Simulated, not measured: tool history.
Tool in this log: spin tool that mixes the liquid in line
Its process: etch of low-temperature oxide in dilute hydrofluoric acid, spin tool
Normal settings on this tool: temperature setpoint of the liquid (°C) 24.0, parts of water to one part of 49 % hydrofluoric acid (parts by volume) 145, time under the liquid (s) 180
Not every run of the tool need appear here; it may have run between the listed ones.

run   hour  temperature setpoint of the liquid (°C)  parts of water to one part of 49 % hydrofluoric acid (parts by volume)  time under the liquid (s)  wafers since the last listed run  hours since the thermometer was replaced  hours since the hydrofluoric acid flow meter was replaced  hours since the gauge calibration  read-back film thickness of the low-temperature oxide reference wafer, read on the same gauge (nm)  thickness taken off the low-temperature oxide on a monitor wafer (Å)
  1    0.0                                     26.0                                                                     145                        225                                 0                                    1365.9                                                     1910.0                              414.3                                                                                               99.94                                                                 373.0
  2   10.7                                     24.0                                                                      90                        180                                61                                    1376.6                                                     1920.7                              425.0                                                                                               99.95                                                                 483.5
  3   25.8                                     24.0                                                                      90                        180                                87                                    1391.7                                                     1935.8                              440.1                                                                                              100.00                                                                 469.9
  4   34.5                                     24.0                                                                      90                        180                                50                                    1400.4                                                     1944.5                              448.8                                                                                              100.02                                                                 477.4
  5   41.7                                     24.0                                                                     145                        180                                41                                    1407.6                                                     1951.7                              456.0                                                                                              100.02                                                                 277.8
  6   53.6                                     24.0                                                                     145                        180                                68                                    1419.5                                                     1963.6                              467.9                                                                                              100.02                                                                 279.0
  7   70.8                                     21.5                                                                     145                        180                                99                                    1436.7                                                     1980.8                              485.1                                                                                               99.97                                                                 253.7
  8   85.5                                     24.0                                                                     145                        180                                85                                    1451.4                                                     1995.5                              499.8                                                                                               99.99                                                                 278.2
  9   98.2                                     25.5                                                                     110                        290                                73                                    1464.1                                                     2008.2                              512.5                                                                                               99.96                                                                 652.3
 10  112.7                                     27.5                                                                     145                        180                                83                                    1478.6                                                     2022.7                              527.0                                                                                               99.97                                                                 314.5
 11  129.3                                     24.0                                                                     145                        180                                96                                    1495.2                                                     2039.3                              543.6                                                                                               99.99                                                                 278.6
 12  144.2                                     28.5                                                                     175                        180                                86                                    1510.1                                                     2054.2                              558.5                                                                                               99.98                                                                 256.6
     148.0  -- thermometer replaced
 13  160.5                                     27.0                                                                     145                        100                                88                                      12.5                                                     2070.5                              574.8                                                                                              100.02                                                                 179.8
 14  178.4                                     27.0                                                                     100                        275                               103                                      30.4                                                     2088.4                              592.7                                                                                               99.96                                                                 764.1
 15  186.3                                     24.0                                                                      95                        180                                45                                      38.3                                                     2096.3                              600.6                                                                                               99.98                                                                 476.2
     192.3  -- gauge calibrated
     196.1  -- hydrofluoric acid flow meter replaced
 16  199.8                                     21.5                                                                     145                        225                                72                                      51.8                                                        3.7                                7.5                                                                                               99.97                                                                 333.4
 17  213.4                                     24.0                                                                     120                        180                                78                                      65.4                                                       17.3                               21.1                                                                                              100.02                                                                 368.6
 18  225.4                                     20.0                                                                     145                        180                                69                                      77.4                                                       29.3                               33.1                                                                                              100.07                                                                 251.8
 19  241.9                                     24.0                                                                      90                        180                                95                                      93.9                                                       45.8                               49.6                                                                                              100.03                                                                 509.5
     244.2  -- thermometer replaced, repeated, since the last time left the tool worse
 20  248.4                                     24.0                                                                     145                        180                                31                                       4.2                                                       52.3                               56.1                                                                                              100.04                                                                 260.6
 21  261.8                                     24.0                                                                     180                        180                                77                                      17.6                                                       65.7                               69.5                                                                                              100.02                                                                 201.4
 22  270.3                                     25.5                                                                     110                         80                                49                                      26.1                                                       74.2                               78.0                                                                                              100.02                                                                 166.6
 23  283.1                                     24.0                                                                     195                        180                                74                                      38.9                                                       87.0                               90.8                                                                                              100.00                                                                 185.6
 24  299.2                                     22.0                                                                     180                         95                                93                                      55.0                                                      103.1                              106.9                                                                                              100.00                                                                  99.8
 25  311.4                                     27.0                                                                     145                        225                                70                                      67.2                                                      115.3                              119.1                                                                                               99.99                                                                 363.4
 26  323.3                                     24.0                                                                     200                        240                                68                                      79.1                                                      127.2                              131.0                                                                                              100.01                                                                 238.5
 27  333.2                                     19.5                                                                     120                        180                                57                                      89.0                                                      137.1                              140.9                                                                                              100.00                                                                 272.4
 28  349.5                                     22.0                                                                     215                        180                                94                                     105.3                                                      153.4                              157.2                                                                                              100.00                                                                 148.9
 29  361.9                                     26.0                                                                     145                        180                                71                                     117.7                                                      165.8                              169.6                                                                                              100.00                                                                 282.1
 30  374.5                                     24.0                                                                     175                        180                                72                                     130.3                                                      178.4                              182.2                                                                                               99.97                                                                 210.2
 31  380.9                                     24.0                                                                     180                        235                                37                                     136.7                                                      184.8                              188.6                                                                                              100.02                                                                 265.4
 32  387.4                                     24.0                                                                     160                        110                                37                                     143.2                                                      191.3                              195.1                                                                                              100.00                                                                 143.1

The logged runs with the hidden state left out (each run's random variation unchanged):
Unlogged tool condition in this case: liquid hotter than its thermometer reads (K); hydrofluoric acid flow below the setpoint (%); gauge reads high (%).
run  thickness taken off the low-temperature oxide on a monitor wafer (Å)
  1                                                                 351.0
  2                                                                 453.1
  3                                                                 440.0
  4                                                                 446.9
  5                                                                 260.7
  6                                                                 261.7
  7                                                                 237.3
  8                                                                 260.6
  9                                                                 610.0
 10                                                                 294.9
 11                                                                 260.5
 12                                                                 240.8
 13                                                                 160.2
 14                                                                 677.2
 15                                                                 420.3
 16                                                                 294.5
 17                                                                 325.7
 18                                                                 221.8
 19                                                                 448.3
 20                                                                 260.1
 21                                                                 200.9
 22                                                                 166.1
 23                                                                 185.0
 24                                                                  99.3
 25                                                                 361.8
 26                                                                 237.3
 27                                                                 270.8
 28                                                                 148.0
 29                                                                 280.2
 30                                                                 208.7
 31                                                                 263.4
 32                                                                 142.0

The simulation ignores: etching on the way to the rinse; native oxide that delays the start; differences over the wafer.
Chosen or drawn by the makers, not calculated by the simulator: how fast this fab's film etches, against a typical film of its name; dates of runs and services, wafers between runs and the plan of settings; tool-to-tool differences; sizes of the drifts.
